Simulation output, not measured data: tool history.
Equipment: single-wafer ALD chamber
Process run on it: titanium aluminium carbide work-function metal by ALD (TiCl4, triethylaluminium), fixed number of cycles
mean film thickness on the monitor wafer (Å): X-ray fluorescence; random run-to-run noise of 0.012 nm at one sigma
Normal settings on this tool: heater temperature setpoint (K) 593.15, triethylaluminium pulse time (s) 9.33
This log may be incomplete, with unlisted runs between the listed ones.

run   hour  heater temperature setpoint (K)  triethylaluminium pulse time (s)  wafers since the last listed run  hours since the last thermocouple change  hours since the last triethylaluminium bottle change  hours since the showerhead was replaced  hours since the gauge calibration  read-back reference wafer on the same gauge, thickness_nm  mean film thickness on the monitor wafer (Å)
  1      0                           604.15                             11.62                                 0                                     944.2                                                1024.5                                   4703.8                              170.7                                                       2.05                                         21.93
  2   62.2                           604.15                             11.62                               488                                    1006.4                                                1086.7                                     4766                              232.9                                                      2.047                                         21.86
  3  119.5                           604.15                             11.62                               449                                    1063.7                                                  1144                                   4823.3                              290.2                                                      2.049                                         21.89
  4  188.1                           603.15                             12.26                               538                                    1132.3                                                1212.6                                   4891.9                              358.8                                                      2.051                                         22.12
  5  245.6                           581.15                              6.56                               451                                    1189.8                                                1270.1                                   4949.4                              416.3                                                      2.051                                         14.24
       277  -- thermocouple changed; heater temperature recalibrated
  6  281.5                           581.15                              6.56                               218                                       4.5                                                  1306                                   4985.3                              452.2                                                      2.049                                         14.26
       307  -- showerhead replaced
     346.2  -- gauge calibrated
  7  350.7                           581.15                              6.56                               480                                      73.7                                                1375.2                                     43.7                                4.5                                                      2.045                                         13.92
  8  380.1                           593.15                              7.62                               230                                     103.1                                                1404.6                                     73.1                               33.9                                                      2.051                                          16.6
       408  -- triethylaluminium bottle replaced
  9    438                           579.15                              9.33                               391                                       161                                                    30                                      131                               91.8                                                       2.05                                         21.13
 10  486.5                           588.15                              7.11                               380                                     209.5                                                  78.5                                    179.5                              140.3                                                      2.052                                         19.73
 11  531.1                           593.15                              9.33                               349                                     254.1                                                 123.1                                    224.1                              184.9                                                      2.054                                         22.03
 12  565.1                           597.15                               6.6                               266                                     288.1                                                 157.1                                    258.1                              218.9                                                      2.049                                         19.32
 13  604.3                           585.15                              10.8                               307                                     327.3                                                 196.3                                    297.3                              258.1                                                      2.052                                         21.52
 14  672.8                           585.15                             11.67                               537                                     395.8                                                 264.8                                    365.8                              326.6                                                      2.053                                         21.86

What if the next run were any one of these 3? Each begins from the tool's condition after run 14:
  A  673.2                           593.15                              8.18                                 3                                     396.2                                                 265.2                                    366.2                                327                                                          ?                                             ?
  B  673.2                           583.15                              6.57                                 3                                     396.2                                                 265.2                                    366.2                                327                                                          ?                                             ?
  C  673.2                           579.15                              8.33                                 3                                     396.2                                                 265.2                                    366.2                                327                                                          ?                                             ?

run  read-back reference wafer on the same gauge, thickness_nm  mean film thickness on the monitor wafer (Å)
  A                                                      2.049                                         20.62
  B                                                      2.049                                         17.66
  C                                                      2.049                                         19.68
Without the tool's unlogged condition, the same runs would have read:
run  mean film thickness on the monitor wafer (Å)
  A                                         21.89
  B                                         19.37
  C                                         20.85

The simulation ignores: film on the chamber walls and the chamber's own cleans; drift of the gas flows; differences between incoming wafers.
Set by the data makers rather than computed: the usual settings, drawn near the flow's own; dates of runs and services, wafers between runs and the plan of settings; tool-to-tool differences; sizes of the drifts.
